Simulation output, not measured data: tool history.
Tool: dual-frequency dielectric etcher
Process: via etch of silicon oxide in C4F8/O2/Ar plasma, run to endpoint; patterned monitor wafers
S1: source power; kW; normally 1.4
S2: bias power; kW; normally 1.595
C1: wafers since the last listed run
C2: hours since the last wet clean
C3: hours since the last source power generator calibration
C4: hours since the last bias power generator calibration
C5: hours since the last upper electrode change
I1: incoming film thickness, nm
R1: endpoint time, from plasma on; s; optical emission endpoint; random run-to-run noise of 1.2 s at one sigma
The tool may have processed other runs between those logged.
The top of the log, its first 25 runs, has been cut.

-- hour=590.2 source power generator calibrated
run 26 hour=603.6 | S1=1.61 S2=1.595 | C1=48 C2=384.8 C3=13.4 C4=269.5 C5=449.5 | I1=1453.2 | R1=356.8
run 27 hour=626.7 | S1=1.4 S2=1.595 | C1=80 C2=407.9 C3=36.5 C4=292.6 C5=472.6 | I1=1462.7 | R1=380
-- hour=659.9 wet clean of the chamber
run 28 hour=660.4 | S1=1.4 S2=1.595 | C1=33 C2=0.5 C3=70.2 C4=326.3 C5=506.3 | I1=1450.4 | R1=379.1
run 29 hour=665.5 | S1=1.63 S2=1.329 | C1=17 C2=5.6 C3=75.3 C4=331.4 C5=511.4 | I1=1471.7 | R1=375.8
run 30 hour=678.8 | S1=1.51 S2=1.848 | C1=46 C2=18.9 C3=88.6 C4=344.7 C5=524.7 | I1=1455.4 | R1=360.3
run 31 hour=708.2 | S1=1.73 S2=1.84 | C1=101 C2=48.3 C3=118 C4=374.1 C5=554.1 | I1=1456.1 | R1=339.6
run 32 hour=735.4 | S1=1.24 S2=1.919 | C1=94 C2=75.5 C3=145.2 C4=401.3 C5=581.3 | I1=1456.3 | R1=383.6
run 33 hour=809.3 | S1=1.74 S2=1.267 | C1=256 C2=149.4 C3=219.1 C4=475.2 C5=655.2 | I1=1461.7 | R1=368.6
run 34 hour=855.9 | S1=1.15 S2=1.886 | C1=161 C2=196 C3=265.7 C4=521.8 C5=701.8 | I1=1463 | R1=394.8
run 35 hour=869.6 | S1=1.15 S2=1.283 | C1=47 C2=209.7 C3=279.4 C4=535.5 C5=715.5 | I1=1448.5 | R1=426.3
run 36 hour=892.8 | S1=1.26 S2=1.722 | C1=80 C2=232.9 C3=302.6 C4=558.7 C5=738.7 | I1=1457.7 | R1=386.4

3 ways to go on from here, each from the tool as it stands after run 36. What would each give?
run A hour=893.3 | S1=1.4 S2=1.595 | C1=1 C2=233.4 C3=303.1 C4=559.2 C5=739.2 | I1=1463.4 | R1=?
run B hour=893.3 | S1=1.4 S2=1.881 | C1=1 C2=233.4 C3=303.1 C4=559.2 C5=739.2 | I1=1463.4 | R1=?
run C hour=893.3 | S1=1.7 S2=1.8 | C1=1 C2=233.4 C3=303.1 C4=559.2 C5=739.2 | I1=1463.4 | R1=?

run=A R1=376.4
run=B R1=362.5
run=C R1=340.2
What these runs would have given with no unlogged condition in the tool:
run=A R1=382.5
run=B R1=368.3
run=C R1=345.7
